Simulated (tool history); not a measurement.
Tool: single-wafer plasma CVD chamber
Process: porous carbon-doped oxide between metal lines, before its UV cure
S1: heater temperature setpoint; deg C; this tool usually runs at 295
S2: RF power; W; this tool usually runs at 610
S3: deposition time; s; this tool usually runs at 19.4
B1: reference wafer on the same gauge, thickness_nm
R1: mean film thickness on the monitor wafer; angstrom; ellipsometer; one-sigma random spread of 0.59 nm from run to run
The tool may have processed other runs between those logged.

run 1 day=0.000 | S1=295 S2=610 S3=19.4 | B1=102.874 | R1=1214.42
run 2 day=2.988 | S1=295 S2=690 S3=19.4 | B1=102.499 | R1=1334.09
run 3 day=5.850 | S1=295 S2=610 S3=17.5 | B1=102.074 | R1=1099.46
run 4 day=8.579 | S1=295 S2=610 S3=17.5 | B1=101.827 | R1=1091.12
run 5 day=9.617 | S1=295 S2=700 S3=19.4 | B1=101.858 | R1=1353.05
run 6 day=12.229 | S1=295 S2=700 S3=19.4 | B1=101.558 | R1=1348.17
run 7 day=13.279 | S1=295 S2=610 S3=19.4 | B1=101.577 | R1=1207.80
run 8 day=14.421 | S1=295 S2=610 S3=18.5 | B1=101.398 | R1=1146.71
run 9 day=16.738 | S1=295 S2=610 S3=21.4 | B1=101.410 | R1=1315.37
run 10 day=17.962 | S1=307 S2=730 S3=21.5 | B1=101.472 | R1=1443.31
run 11 day=24.671 | S1=307 S2=730 S3=21.5 | B1=102.968 | R1=1459.42
run 12 day=26.354 | S1=308 S2=695 S3=17.5 | B1=102.442 | R1=1140.69
run 13 day=28.496 | S1=295 S2=550 S3=15.8 | B1=102.423 | R1=920.28
run 14 day=29.933 | S1=303 S2=505 S3=22.9 | B1=102.192 | R1=1160.09
run 15 day=32.475 | S1=303 S2=610 S3=19.4 | B1=101.940 | R1=1155.20
run 16 day=34.850 | S1=295 S2=505 S3=19.4 | B1=101.775 | R1=1019.43
run 17 day=37.829 | S1=295 S2=610 S3=19.4 | B1=101.738 | R1=1199.90
run 18 day=38.975 | S1=295 S2=610 S3=18.1 | B1=101.367 | R1=1125.17

Taken out of this log: 4 entries between the listed runs. Where each belongs, and how the hidden state differs across it:
Between runs 9 and 10: showerhead replaced (day 17.488)
  gauge reads high (%): -2.49 -> -2.52
  measured result minus the result with no hidden state, R1: -33.56 -> -37.34 angstrom
Between runs 10 and 11: gauge calibrated (day 19.779); RF generator calibrated (day 21.608); thermocouple changed; heater temperature recalibrated (day 22.829)
  gauge reads high (%): -2.52 -> -0.968
  measured result minus the result with no hidden state, R1: -37.34 -> -14.27 angstrom

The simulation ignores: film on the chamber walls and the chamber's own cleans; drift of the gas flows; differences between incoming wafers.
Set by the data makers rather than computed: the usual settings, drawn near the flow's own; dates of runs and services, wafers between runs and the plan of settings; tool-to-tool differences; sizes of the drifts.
